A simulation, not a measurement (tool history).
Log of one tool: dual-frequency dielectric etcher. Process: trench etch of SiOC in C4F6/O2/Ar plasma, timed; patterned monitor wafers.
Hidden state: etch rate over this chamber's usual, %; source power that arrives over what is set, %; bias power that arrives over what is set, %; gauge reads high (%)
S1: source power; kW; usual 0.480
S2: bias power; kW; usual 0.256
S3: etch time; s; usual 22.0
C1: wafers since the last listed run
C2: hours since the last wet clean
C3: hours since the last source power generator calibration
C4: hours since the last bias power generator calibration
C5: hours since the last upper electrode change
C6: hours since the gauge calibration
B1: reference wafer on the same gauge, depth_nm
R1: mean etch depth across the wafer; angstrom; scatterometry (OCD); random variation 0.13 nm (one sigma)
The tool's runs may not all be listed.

run	hour	S1	S2	S3	C1	C2	C3	C4	C5	C6	B1	R1
1	0.0	0.480	0.241	22.0	0	395.7	1900.2	305.8	4317.9	632.5	47.6	533
2	55.6	0.480	0.241	22.0	914	451.3	1955.8	361.4	4373.5	688.1	47.6	530
# hour 89.5: wet clean of the chamber
3	92.5	0.480	0.241	22.0	212	3.0	1992.7	398.3	4410.4	725.0	47.6	531
4	193.1	0.480	0.283	22.0	1655	103.6	2093.3	498.9	4511.0	825.6	47.6	572
5	447.1	0.480	0.283	22.0	4178	357.6	2347.3	752.9	4765.0	1079.6	47.6	572
6	531.0	0.480	0.283	22.0	1380	441.5	2431.2	836.8	4848.9	1163.5	47.6	573
# hour 584.8: wet clean of the chamber
7	591.6	0.480	0.256	22.0	602	6.8	2491.8	897.4	4909.5	1224.1	47.6	548
# hour 658.2: upper electrode replaced
8	863.1	0.480	0.256	22.0	4072	278.3	2763.3	1168.9	204.9	1495.6	47.6	548
9	918.9	0.480	0.256	22.0	918	334.1	2819.1	1224.7	260.7	1551.4	47.6	549
10	980.2	0.480	0.256	22.0	1008	395.4	2880.4	1286.0	322.0	1612.7	47.6	551
# hour 1048.4: wet clean of the chamber
11	1058.2	0.510	0.287	22.0	888	9.8	2958.4	1364.0	400.0	1690.7	47.6	604
# hour 1105.9: gauge calibrated
12	1162.0	0.510	0.287	22.0	1707	113.6	3062.2	1467.8	503.8	56.1	47.6	605
# hour 1238.0: source power generator calibrated
13	1259.0	0.510	0.287	22.0	1530	210.6	21.0	1564.8	600.8	153.1	47.6	601
14	1344.8	0.480	0.256	22.0	1411	296.4	106.8	1650.6	686.6	238.9	47.6	554
15	1381.0	0.480	0.256	24.0	595	332.6	143.0	1686.8	722.8	275.1	47.6	606
# hour 1408.3: bias power generator calibrated
16	1417.3	0.480	0.256	22.0	531	368.9	179.3	9.0	759.1	311.4	47.6	545
# hour 1477.7: wet clean of the chamber
17	1478.2	0.390	0.256	20.0	607	0.5	240.2	69.9	820.0	372.3	47.6	432
18	1553.8	0.510	0.225	18.5	1243	76.1	315.8	145.5	895.6	447.9	47.6	449
19	1591.2	0.390	0.206	20.0	615	113.5	353.2	182.9	933.0	485.3	47.6	390
20	1629.3	0.480	0.256	22.0	626	151.6	391.3	221.0	971.1	523.4	47.6	544
21	1705.2	0.560	0.256	16.0	1248	227.5	467.2	296.9	1047.0	599.3	47.6	434
22	1808.0	0.480	0.256	22.0	1691	330.3	570.0	399.7	1149.8	702.1	47.6	547
# hour 1872.1: wet clean of the chamber
23	1872.6	0.480	0.256	22.0	667	0.5	634.6	464.3	1214.4	766.7	47.6	547
24	1927.0	0.590	0.213	24.5	895	54.9	689.0	518.7	1268.8	821.1	47.6	631
25	2020.2	0.560	0.256	22.0	1533	148.1	782.2	611.9	1362.0	914.3	47.6	599
26	2061.4	0.480	0.306	26.5	677	189.3	823.4	653.1	1403.2	955.5	47.6	715
27	2175.2	0.590	0.213	24.5	1872	303.1	937.2	766.9	1517.0	1069.3	47.6	633

Hidden state at the last listed run before each entry between runs and at the first one after, where it differs:
Between runs 2 and 3: wet clean of the chamber (hour 89.5)
  bias power that arrives over what is set, %: 0.482 -> 0.518
  measured less the result without the state, R1: +1 -> +1 angstrom
Between runs 6 and 7: wet clean of the chamber (hour 584.8)
  bias power that arrives over what is set, %: 1.21 -> 1.34
  measured less the result without the state, R1: +3 -> +3 angstrom
Between runs 7 and 8: upper electrode replaced (hour 658.2)
  bias power that arrives over what is set, %: 1.34 -> 2.06
  measured less the result without the state, R1: +3 -> +5 angstrom
Between runs 10 and 11: wet clean of the chamber (hour 1048.4)
  bias power that arrives over what is set, %: 2.42 -> 2.69
  measured less the result without the state, R1: +6 -> +8 angstrom
Between runs 11 and 12: gauge calibrated (hour 1105.9)
  bias power that arrives over what is set, %: 2.69 -> 3.06
  measured less the result without the state, R1: +8 -> +8 angstrom
Between runs 12 and 13: source power generator calibrated (hour 1238.0)
  bias power that arrives over what is set, %: 3.06 -> 3.44
  measured less the result without the state, R1: +8 -> +9 angstrom
Between runs 15 and 16: bias power generator calibrated (hour 1408.3)
  bias power that arrives over what is set, %: 3.94 -> 0.436
  measured less the result without the state, R1: +10 -> +1 angstrom
Between runs 16 and 17: wet clean of the chamber (hour 1477.7)
  bias power that arrives over what is set, %: 0.436 -> 0.442
  measured less the result without the state, R1: +1 -> +1 angstrom
Between runs 22 and 23: wet clean of the chamber (hour 1872.1)
  bias power that arrives over what is set, %: 0.64 -> 0.711
  measured less the result without the state, R1: +2 -> +1 angstrom
